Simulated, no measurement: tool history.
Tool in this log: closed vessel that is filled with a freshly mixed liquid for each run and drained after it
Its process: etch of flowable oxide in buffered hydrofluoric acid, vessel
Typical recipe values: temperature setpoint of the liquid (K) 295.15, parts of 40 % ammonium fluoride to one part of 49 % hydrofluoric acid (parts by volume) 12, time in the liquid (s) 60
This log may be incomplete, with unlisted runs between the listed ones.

run,day,temperature setpoint of the liquid (K),parts of 40 % ammonium fluoride to one part of 49 % hydrofluoric acid (parts by volume),time in the liquid (s),wafers since the last listed run,hours since the thermometer was replaced,hours since the hydrofluoric acid flow meter was replaced,hours since the gauge calibration,"read-back film thickness of the flowable oxide reference wafer, read on the same gauge (nm)",thickness taken off the flowable oxide on a monitor wafer (Å)
1,0,299.15,12,60,0,1535.6,375.8,151.5,149.98,3180.4
2,2.675,299.15,12,60,4076,1599.8,440,215.7,150.01,3199.1
3,3.792,295.15,12,60,1701,1626.6,466.8,242.5,149.95,2551.6
4,6.275,292.15,12,30,3784,1686.2,526.4,302.1,150,1076.3
5,8.633,292.15,12,30,3594,1742.8,583,358.7,149.97,1072.3
6,9.733,292.15,12,30,1676,1769.2,609.4,385.1,150.05,1079.1
7,12.562,295.15,12,45,4311,1837.1,677.3,453,150.01,1905.8
8,13.821,295.15,12,45,1917,1867.3,707.5,483.2,150.01,1900.9
9,16.354,295.15,12,45,3860,1928.1,768.3,544,150.02,1893.2
10,17.629,295.15,12,60,1943,1958.7,798.9,574.6,149.99,2527.4
11,19.262,295.15,12,60,2489,1997.9,838.1,613.8,149.98,2534.2
# day 19.429: thermometer replaced
12,21.15,295.15,12,35,2813,41.3,883.4,659.1,149.96,1475.2
13,23.958,295.15,12,60,4279,108.7,950.8,726.5,149.98,2496.3
14,26.012,295.15,12,60,3130,158,1000.1,775.8,150,2509.5
15,27.779,295.15,12,75,2692,200.4,1042.5,818.2,150.02,3126.7
16,29.525,297.15,15.5,50,2660,242.3,1084.4,860.1,149.97,1807.8
17,31.888,295.15,12,60,3600,299,1141.1,916.8,150.02,2497.7
18,33.667,295.15,16.5,60,2711,341.7,1183.8,959.5,150.02,1823
19,34.812,296.65,12,60,1746,369.2,1211.3,987,150,2695.7
20,37.642,291.15,10,60,4311,437.1,1279.2,1054.9,150.02,2373.7
21,38.721,293.65,9.5,50,1644,463,1305.1,1080.8,149.99,2385.1
22,40.362,295.15,12,45,2501,502.4,1344.5,1120.2,149.98,1857.2
23,42.7,295.15,12,60,3562,558.5,1400.6,1176.3,150.03,2464
24,44.6,295.15,12,60,2895,604.1,1446.2,1221.9,150.03,2471.3
25,45.938,295.15,12,60,2038,636.2,1478.3,1254,150.02,2461.9
# day 47.408: hydrofluoric acid flow meter replaced
26,47.55,292.65,12,35,2393,674.9,3.4,1292.7,150.01,1322.3
# day 47.667: gauge calibrated
27,50.325,292.15,12,30,4229,741.5,70,63.8,150.04,1103.9
28,53.038,295.15,15.5,60,4133,806.6,135.1,128.9,149.95,2023.4
29,54.442,297.15,14.5,40,2139,840.3,168.8,162.6,150.03,1592.5
30,55.912,292.65,8.5,75,2241,875.6,204.1,197.9,149.93,3836.1
31,58.846,291.65,16.5,75,4470,946,274.5,268.3,150.04,1928.3
32,60.388,295.15,12,60,2349,983,311.5,305.3,149.97,2576.2
33,62.275,292.15,16,85,2876,1028.3,356.8,350.6,150.01,2321.3
34,65.033,295.15,12,90,4203,1094.5,423,416.8,150.04,3852.1

3 ways to go on from here, each from the tool as it stands after run 34. What would each give?
A,65.062,295.15,8,60,44,1095.2,423.7,417.5,?,?
B,65.062,295.15,9.5,60,44,1095.2,423.7,417.5,?,?
C,65.062,293.15,16.5,35,44,1095.2,423.7,417.5,?,?

run,"read-back film thickness of the flowable oxide reference wafer, read on the same gauge (nm)",thickness taken off the flowable oxide on a monitor wafer (Å)
A,150.02,3696.5
B,150.02,3171.2
C,150.02,974.5
What these runs would have given with no unlogged condition in the tool:
run,thickness taken off the flowable oxide on a monitor wafer (Å)
A,3772.2
B,3208.7
C,992.7

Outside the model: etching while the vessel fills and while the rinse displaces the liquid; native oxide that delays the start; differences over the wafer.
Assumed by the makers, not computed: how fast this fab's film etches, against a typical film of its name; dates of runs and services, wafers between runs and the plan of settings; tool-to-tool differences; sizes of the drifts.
